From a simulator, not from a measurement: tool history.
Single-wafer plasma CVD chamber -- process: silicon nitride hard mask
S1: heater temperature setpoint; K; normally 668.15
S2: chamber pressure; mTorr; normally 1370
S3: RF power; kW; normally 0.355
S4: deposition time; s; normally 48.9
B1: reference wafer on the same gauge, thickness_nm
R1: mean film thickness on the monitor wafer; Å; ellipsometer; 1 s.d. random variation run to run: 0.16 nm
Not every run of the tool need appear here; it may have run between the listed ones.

run	day	S1	S2	S3	S4	B1	R1
1	0.000	668.15	1370	0.355	48.9	63.017	577.34
2	0.938	668.15	1600	0.310	48.9	63.077	548.44
3	4.100	668.15	1370	0.315	48.9	63.250	530.13
# day 5.021: showerhead replaced
4	5.488	668.15	1370	0.355	48.9	63.285	578.88
5	6.246	668.15	1370	0.355	48.9	63.336	576.15
6	7.321	668.15	1370	0.355	48.9	63.414	578.57
7	8.642	668.15	1370	0.355	48.9	63.514	580.27
8	9.571	668.15	1370	0.355	48.9	63.619	582.39
9	12.617	668.15	1370	0.355	48.9	63.823	584.37
10	13.808	668.15	1370	0.400	48.9	63.920	635.16
# day 14.792: RF generator calibrated
11	15.246	659.15	1370	0.355	48.9	64.027	587.17
# day 15.925: capacitance manometer re-zeroed and calibrated
12	16.617	668.15	1370	0.355	48.9	64.187	586.75
13	17.329	668.15	1370	0.355	55.6	64.217	667.47
14	18.246	680.15	1160	0.355	48.9	64.345	553.66
15	19.242	673.15	1370	0.405	48.9	64.365	642.48
# day 19.721: gauge calibrated
16	20.000	668.15	1370	0.355	48.9	62.581	570.52
17	20.958	668.15	1660	0.355	48.9	62.661	607.09
18	21.929	668.15	1370	0.355	48.9	62.590	572.79
19	23.062	668.15	1370	0.355	48.9	62.600	573.52
# day 24.146: thermocouple changed; heater temperature recalibrated
20	25.879	678.15	1370	0.285	53.0	62.637	524.88
21	27.271	668.15	1370	0.400	48.9	62.695	619.95
22	27.771	668.15	1370	0.355	48.9	62.715	571.76
23	28.421	673.15	1060	0.355	48.9	62.742	524.10
24	29.062	668.15	1370	0.355	48.9	62.782	573.94
25	30.562	668.15	1370	0.400	48.9	62.743	624.46
26	31.667	658.15	1370	0.325	48.9	62.810	540.21
27	32.704	655.15	1370	0.355	48.9	62.889	577.33
28	33.975	668.15	1370	0.355	56.2	62.918	659.27
29	34.754	668.15	1370	0.290	48.9	62.993	494.49

Forecast each of these 4 alternatives for the next run:
A	34.771	668.15	1370	0.355	48.9	?	?
B	34.771	668.15	1630	0.355	48.9	?	?
C	34.771	662.15	1080	0.390	48.9	?	?
D	34.771	660.15	1070	0.395	48.9	?	?

run	B1	R1
A	62.949	575.56
B	62.949	608.51
C	62.949	566.18
D	62.949	569.38
With no hidden state in the tool, these same runs would have given:
run	R1
A	572.21
B	604.97
C	562.88
D	566.06

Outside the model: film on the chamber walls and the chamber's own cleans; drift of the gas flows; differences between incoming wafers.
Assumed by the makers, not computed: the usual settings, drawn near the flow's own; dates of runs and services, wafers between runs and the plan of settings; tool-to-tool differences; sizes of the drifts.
